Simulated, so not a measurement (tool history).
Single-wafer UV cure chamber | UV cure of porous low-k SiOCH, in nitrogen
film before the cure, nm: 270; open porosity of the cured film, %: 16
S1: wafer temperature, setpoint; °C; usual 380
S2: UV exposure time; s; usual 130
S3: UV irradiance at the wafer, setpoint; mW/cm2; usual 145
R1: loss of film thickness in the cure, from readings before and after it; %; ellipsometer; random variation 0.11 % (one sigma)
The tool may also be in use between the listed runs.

{"run": 1, "hour": 0.0, "S1": 380, "S2": 130, "S3": 145, "R1": 7.233}
{"run": 2, "hour": 62.8, "S1": 380, "S2": 130, "S3": 145, "R1": 7.155}
{"hour": 92.1, "done": "quartz window cleaned"}
{"run": 3, "hour": 120.7, "S1": 380, "S2": 130, "S3": 145, "R1": 7.815}
{"run": 4, "hour": 150.5, "S1": 380, "S2": 130, "S3": 145, "R1": 7.648}
{"run": 5, "hour": 195.4, "S1": 380, "S2": 130, "S3": 145, "R1": 7.344}
{"run": 6, "hour": 260.2, "S1": 380, "S2": 130, "S3": 145, "R1": 7.38}
{"run": 7, "hour": 304.4, "S1": 380, "S2": 130, "S3": 128, "R1": 6.628}
{"run": 8, "hour": 344.1, "S1": 380, "S2": 130, "S3": 145, "R1": 7.147}
{"hour": 397.6, "done": "UV bulbs replaced"}
{"run": 9, "hour": 401.1, "S1": 380, "S2": 130, "S3": 145, "R1": 8.541}
{"hour": 412.2, "done": "quartz window cleaned"}
{"run": 10, "hour": 458.7, "S1": 380, "S2": 130, "S3": 145, "R1": 9.197}
{"run": 11, "hour": 493.5, "S1": 380, "S2": 130, "S3": 145, "R1": 8.883}
{"run": 12, "hour": 532.8, "S1": 380, "S2": 130, "S3": 145, "R1": 8.669}
{"run": 13, "hour": 580.3, "S1": 380, "S2": 55, "S3": 135, "R1": 5.11}
{"run": 14, "hour": 623.0, "S1": 380, "S2": 130, "S3": 122, "R1": 7.676}
{"run": 15, "hour": 678.8, "S1": 380, "S2": 160, "S3": 145, "R1": 9.113}
{"run": 16, "hour": 705.1, "S1": 380, "S2": 130, "S3": 129, "R1": 7.569}
{"hour": 759.4, "done": "quartz window cleaned"}
{"run": 17, "hour": 759.9, "S1": 380, "S2": 130, "S3": 145, "R1": 9.061}

Forecast run 18:
{"run": 18, "hour": 810.0, "S1": 380, "S2": 130, "S3": 145, "R1": "?"}

R1: 8.511 %
Without the tool's hidden state the same run would have given R1 9.789 %.

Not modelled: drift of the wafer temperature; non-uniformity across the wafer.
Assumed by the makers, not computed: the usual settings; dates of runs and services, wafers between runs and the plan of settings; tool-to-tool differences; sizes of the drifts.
